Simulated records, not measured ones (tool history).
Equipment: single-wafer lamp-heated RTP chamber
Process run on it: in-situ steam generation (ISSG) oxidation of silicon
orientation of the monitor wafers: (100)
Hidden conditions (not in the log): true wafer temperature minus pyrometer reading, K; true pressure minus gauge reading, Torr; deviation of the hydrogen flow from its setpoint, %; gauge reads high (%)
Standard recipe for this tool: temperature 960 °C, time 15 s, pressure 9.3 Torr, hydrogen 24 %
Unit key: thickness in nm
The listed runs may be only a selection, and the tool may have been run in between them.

| run | hour | temperature | time | pressure | hydrogen | wafers since the last listed run | wafers since the last pyrometer calibration | hours since the pressure gauge was zeroed | hours since the hydrogen flow controller was replaced | hours since the gauge calibration | read-back reference wafer on the same gauge, thickness | thickness |
|---|---|---|---|---|---|---|---|---|---|---|---|---|
| 1 | 0.0 | 960 | 15 | 9.3 | 24 | 0 | 4896 | 4226.1 | 5448.1 | 285.4 | 4.052 | 4.370 |
| 2 | 50.3 | 960 | 15 | 9.3 | 17 | 472 | 5369 | 4276.4 | 5498.4 | 335.7 | 4.052 | 4.053 |
| 3 | 91.0 | 960 | 15 | 9.3 | 24 | 382 | 5751 | 4317.1 | 5539.1 | 376.4 | 4.050 | 4.376 |
| 4 | 124.7 | 960 | 15 | 9.3 | 24 | 316 | 6068 | 4350.8 | 5572.8 | 410.1 | 4.048 | 4.369 |
| 5 | 181.9 | 960 | 15 | 9.3 | 24 | 537 | 6605 | 4408.0 | 5630.0 | 467.3 | 4.050 | 4.377 |
| 6 | 228.3 | 945 | 15 | 9.3 | 17 | 435 | 7041 | 4454.4 | 5676.4 | 513.7 | 4.048 | 3.890 |
|  | 257.6 | pyrometer window cleaned and pyrometer calibrated |
| 7 | 272.4 | 945 | 15 | 9.3 | 17 | 339 | 138 | 4498.5 | 5720.5 | 557.8 | 4.051 | 3.838 |
| 8 | 326.3 | 960 | 15 | 9.3 | 24 | 506 | 645 | 4552.4 | 5774.4 | 611.7 | 4.050 | 4.330 |
|  | 362.0 | pressure gauge zeroed |
| 9 | 380.3 | 945 | 15 | 8.4 | 24 | 432 | 1077 | 18.3 | 5828.4 | 665.7 | 4.051 | 4.209 |
| 10 | 427.6 | 949 | 18 | 9.3 | 20 | 444 | 1521 | 65.6 | 5875.7 | 713.0 | 4.048 | 4.343 |
|  | 461.2 | gauge calibrated |
| 11 | 474.2 | 960 | 15 | 10.2 | 24 | 437 | 1959 | 112.2 | 5922.3 | 13.0 | 4.048 | 4.275 |
|  | 530.5 | hydrogen flow controller replaced |
| 12 | 531.0 | 960 | 15 | 9.3 | 24 | 458 | 2417 | 169.0 | 0.5 | 69.8 | 4.050 | 4.357 |
| 13 | 596.0 | 974 | 18 | 9.3 | 24 | 610 | 3028 | 234.0 | 65.5 | 134.8 | 4.049 | 4.923 |
| 14 | 644.4 | 960 | 15 | 9.3 | 18 | 454 | 3483 | 282.4 | 113.9 | 183.2 | 4.051 | 4.096 |
| 15 | 709.7 | 960 | 15 | 9.3 | 24 | 613 | 4096 | 347.7 | 179.2 | 248.5 | 4.049 | 4.362 |
| 16 | 751.7 | 960 | 15 | 9.3 | 20 | 394 | 4490 | 389.7 | 221.2 | 290.5 | 4.049 | 4.202 |

Here are 3 independent what-if runs from the current tool condition. What would each one return?
| A | 752.1 | 960 | 15 | 9.3 | 24 | 3 | 4494 | 390.1 | 221.6 | 290.9 | ? | ? |
| B | 752.1 | 960 | 12 | 10.2 | 30 | 3 | 4494 | 390.1 | 221.6 | 290.9 | ? | ? |
| C | 752.1 | 971 | 13 | 9.3 | 24 | 3 | 4494 | 390.1 | 221.6 | 290.9 | ? | ? |

| run | read-back reference wafer on the same gauge, thickness | thickness |
|---|---|---|
| A | 4.047 | 4.379 |
| B | 4.047 | 4.151 |
| C | 4.047 | 4.274 |
With no hidden state in the tool, these same runs would have given:
| run | thickness |
|---|---|
| A | 4.313 |
| B | 4.094 |
| C | 4.208 |

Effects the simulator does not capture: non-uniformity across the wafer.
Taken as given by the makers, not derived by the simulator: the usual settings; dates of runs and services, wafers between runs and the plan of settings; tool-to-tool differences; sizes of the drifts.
